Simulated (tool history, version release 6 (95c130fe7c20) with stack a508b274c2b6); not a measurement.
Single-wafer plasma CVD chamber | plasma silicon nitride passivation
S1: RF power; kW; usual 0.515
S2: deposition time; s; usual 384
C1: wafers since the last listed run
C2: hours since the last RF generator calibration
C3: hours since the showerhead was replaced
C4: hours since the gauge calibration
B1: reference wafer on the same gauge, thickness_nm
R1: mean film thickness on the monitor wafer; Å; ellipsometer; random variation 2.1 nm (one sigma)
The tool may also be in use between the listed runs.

| run | hour | S1 | S2 | C1 | C2 | C3 | C4 | B1 | R1 |
|---|---|---|---|---|---|---|---|---|---|
| 1 | 0.0 | 0.460 | 384 | 0 | 1182.2 | 1426.7 | 1000.1 | 541.950 | 5922.87 |
| 2 | 99.0 | 0.460 | 384 | 480 | 1281.2 | 1525.7 | 1099.1 | 542.525 | 5908.01 |
| 3 | 153.0 | 0.515 | 384 | 261 | 1335.2 | 1579.7 | 1153.1 | 541.722 | 6104.68 |
| 4 | 226.2 | 0.515 | 384 | 355 | 1408.4 | 1652.9 | 1226.3 | 542.019 | 6105.82 |
| 5 | 292.2 | 0.515 | 384 | 320 | 1474.4 | 1718.9 | 1292.3 | 542.428 | 6119.11 |
| 6 | 350.9 | 0.515 | 384 | 284 | 1533.1 | 1777.6 | 1351.0 | 541.616 | 6114.80 |
| 7 | 428.8 | 0.515 | 384 | 377 | 1611.0 | 1855.5 | 1428.9 | 542.435 | 6073.87 |
| 8 | 492.6 | 0.515 | 384 | 309 | 1674.8 | 1919.3 | 1492.7 | 542.885 | 6142.78 |
| 9 | 559.7 | 0.515 | 384 | 325 | 1741.9 | 1986.4 | 1559.8 | 542.202 | 6104.46 |
| 10 | 631.0 | 0.515 | 410 | 345 | 1813.2 | 2057.7 | 1631.1 | 541.352 | 6512.70 |
| 11 | 931.6 | 0.515 | 410 | 1457 | 2113.8 | 2358.3 | 1931.7 | 542.036 | 6507.28 |
| 12 | 1007.8 | 0.515 | 384 | 369 | 2190.0 | 2434.5 | 2007.9 | 541.775 | 6093.21 |
| 13 | 1046.2 | 0.515 | 384 | 186 | 2228.4 | 2472.9 | 2046.3 | 542.341 | 6114.85 |
| 14 | 1093.2 | 0.515 | 384 | 227 | 2275.4 | 2519.9 | 2093.3 | 542.681 | 6073.86 |
|  | 1169.8 | gauge calibrated |
| 15 | 1172.2 | 0.515 | 384 | 383 | 2354.4 | 2598.9 | 2.4 | 542.536 | 6115.60 |
| 16 | 1218.3 | 0.515 | 384 | 223 | 2400.5 | 2645.0 | 48.5 | 541.477 | 6077.88 |
|  | 1299.3 | RF generator calibrated |
| 17 | 1451.2 | 0.515 | 384 | 1090 | 151.9 | 2877.9 | 281.4 | 542.636 | 6219.20 |
| 18 | 1513.2 | 0.450 | 438 | 300 | 213.9 | 2939.9 | 343.4 | 542.533 | 6789.33 |
| 19 | 1572.7 | 0.450 | 438 | 288 | 273.4 | 2999.4 | 402.9 | 541.903 | 6824.44 |
| 20 | 1640.0 | 0.515 | 384 | 326 | 340.7 | 3066.7 | 470.2 | 541.687 | 6213.12 |
| 21 | 1735.1 | 0.515 | 384 | 461 | 435.8 | 3161.8 | 565.3 | 542.686 | 6149.12 |
| 22 | 1819.8 | 0.450 | 353 | 410 | 520.5 | 3246.5 | 650.0 | 541.936 | 5471.96 |
| 23 | 1921.4 | 0.430 | 448 | 492 | 622.1 | 3348.1 | 751.6 | 542.269 | 6778.12 |
| 24 | 1973.0 | 0.420 | 409 | 250 | 673.7 | 3399.7 | 803.2 | 542.376 | 6155.72 |
| 25 | 2073.7 | 0.515 | 384 | 488 | 774.4 | 3500.4 | 903.9 | 541.646 | 6143.77 |
| 26 | 2111.4 | 0.515 | 384 | 182 | 812.1 | 3538.1 | 941.6 | 541.785 | 6120.23 |
| 27 | 2204.0 | 0.550 | 319 | 449 | 904.7 | 3630.7 | 1034.2 | 542.311 | 5180.50 |
| 28 | 2287.6 | 0.515 | 384 | 405 | 988.3 | 3714.3 | 1117.8 | 541.999 | 6133.52 |
| 29 | 2331.8 | 0.610 | 320 | 214 | 1032.5 | 3758.5 | 1162.0 | 542.017 | 5363.79 |
| 30 | 2418.2 | 0.515 | 344 | 419 | 1118.9 | 3844.9 | 1248.4 | 541.056 | 5496.66 |
| 31 | 2488.6 | 0.455 | 456 | 341 | 1189.3 | 3915.3 | 1318.8 | 543.025 | 6970.27 |
|  | 2532.3 | showerhead replaced |
| 32 | 2532.8 | 0.515 | 384 | 175 | 1233.5 | 0.5 | 1363.0 | 542.737 | 6125.97 |
| 33 | 2566.6 | 0.605 | 309 | 163 | 1267.3 | 34.3 | 1396.8 | 541.872 | 5184.80 |
| 34 | 2607.5 | 0.460 | 384 | 198 | 1308.2 | 75.2 | 1437.7 | 542.373 | 5914.39 |
| 35 | 2648.7 | 0.515 | 427 | 199 | 1349.4 | 116.4 | 1478.9 | 541.659 | 6786.67 |
| 36 | 2727.4 | 0.605 | 426 | 381 | 1428.1 | 195.1 | 1557.6 | 541.304 | 7106.43 |
| 37 | 2821.9 | 0.515 | 384 | 458 | 1522.6 | 289.6 | 1652.1 | 541.698 | 6100.76 |
| 38 | 2947.6 | 0.515 | 384 | 609 | 1648.3 | 415.3 | 1777.8 | 542.021 | 6092.45 |

Run 39 comes next. What will it give?
| 39 | 2997.8 | 0.515 | 384 | 243 | 1698.5 | 465.5 | 1828.0 | ? | ? |

B1: 542.240
R1: 6085.85 Å
Without the tool's hidden state the same run would have given R1 6243.24 Å.

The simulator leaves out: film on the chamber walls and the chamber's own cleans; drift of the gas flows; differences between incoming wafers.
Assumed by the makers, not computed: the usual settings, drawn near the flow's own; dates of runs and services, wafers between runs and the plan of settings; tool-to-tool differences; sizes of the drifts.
